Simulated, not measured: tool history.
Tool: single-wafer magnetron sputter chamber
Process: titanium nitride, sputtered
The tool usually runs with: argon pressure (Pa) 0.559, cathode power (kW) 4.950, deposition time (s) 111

run,hour,argon pressure (Pa),cathode power (kW),deposition time (s),wafers since the last listed run,wafers on the sputter target,hours since the last manometer calibration,hours since the magnet pack was replaced,hours since the gauge calibration,"read-back reference wafer on the same gauge, thickness_nm",mean film thickness on the monitor wafer (angstrom)
1,0.0,0.559,4.950,111,0,862,2144.5,8042.2,40.1,109.976,1071.84
2,77.5,0.559,4.950,111,887,1749,2222.0,8119.7,117.6,109.993,1070.85
3,143.1,0.672,4.950,111,750,2500,2287.6,8185.3,183.2,110.020,1017.85
4,224.8,0.672,4.950,111,935,3436,2369.3,8267.0,264.9,110.011,1010.17
5,302.0,0.559,4.950,111,883,4319,2446.5,8344.2,342.1,110.042,1070.84
# hour 316.6: sputter target and shields replaced
6,363.0,0.559,4.950,111,606,531,2507.5,8405.2,403.1,109.908,1062.74
7,467.0,0.559,4.950,111,1190,1721,2611.5,8509.2,507.1,109.990,1066.39
8,573.2,0.559,4.950,111,1215,2937,2717.7,8615.4,613.3,110.010,1066.72
9,623.6,0.559,4.950,111,576,3514,2768.1,8665.8,663.7,110.071,1070.40
# hour 644.2: capacitance manometer re-zeroed and calibrated
# hour 675.0: sputter target and shields replaced
10,889.8,0.559,4.950,111,2864,2458,245.6,8932.0,929.9,109.983,1074.02
11,982.8,0.559,4.950,111,1064,3523,338.6,9025.0,1022.9,110.028,1076.42
# hour 1004.0: magnet pack replaced
12,1038.8,0.559,4.950,111,549,4072,394.6,34.8,1078.9,109.954,1073.55
# hour 1049.6: gauge calibrated
# hour 1107.8: sputter target and shields replaced
13,1144.1,0.624,5.350,99,1113,415,499.9,140.1,94.5,110.028,977.39
14,1225.7,0.559,4.950,127,934,1349,581.5,221.7,176.1,110.030,1228.27
15,1291.5,0.684,4.950,111,753,2102,647.3,287.5,241.9,110.000,1011.27
16,1382.5,0.730,4.100,111,1041,3144,738.3,378.5,332.9,109.952,871.34
17,1433.7,0.559,4.950,111,586,3730,789.5,429.7,384.1,109.969,1075.40
18,1498.5,0.559,4.950,111,741,4472,854.3,494.5,448.9,110.126,1075.08
# hour 1513.6: sputter target and shields replaced
19,1636.5,0.559,4.950,111,1488,1407,992.3,632.5,586.9,110.068,1073.42
20,1679.1,0.497,4.950,89,487,1894,1034.9,675.1,629.5,110.057,883.22
21,1760.1,0.685,5.400,121,927,2822,1115.9,756.1,710.5,110.029,1171.52
22,1825.2,0.373,4.250,131,745,3567,1181.0,821.2,775.6,109.991,1248.19
# hour 1904.7: sputter target and shields replaced
23,1905.2,0.358,4.950,111,824,5,1261.0,901.2,855.6,109.931,1179.58
24,1958.5,0.704,4.950,98,610,615,1314.3,954.5,908.9,109.972,877.62

Branching from run 24: 5 alternative next runs. What would each branch give?
A,1958.9,0.559,4.950,111,4,620,1314.7,954.9,909.3,?,?
B,1958.9,0.559,5.550,111,4,620,1314.7,954.9,909.3,?,?
C,1958.9,0.772,4.400,129,4,620,1314.7,954.9,909.3,?,?
D,1958.9,0.559,4.500,100,4,620,1314.7,954.9,909.3,?,?
E,1958.9,0.461,4.950,111,4,620,1314.7,954.9,909.3,?,?

run,"read-back reference wafer on the same gauge, thickness_nm",mean film thickness on the monitor wafer (angstrom)
A,110.019,1073.05
B,110.019,1159.92
C,110.019,1046.94
D,110.019,908.02
E,110.019,1123.88
What these runs would have given with no unlogged condition in the tool:
run,mean film thickness on the monitor wafer (angstrom)
A,1073.05
B,1159.92
C,1046.94
D,908.02
E,1123.88
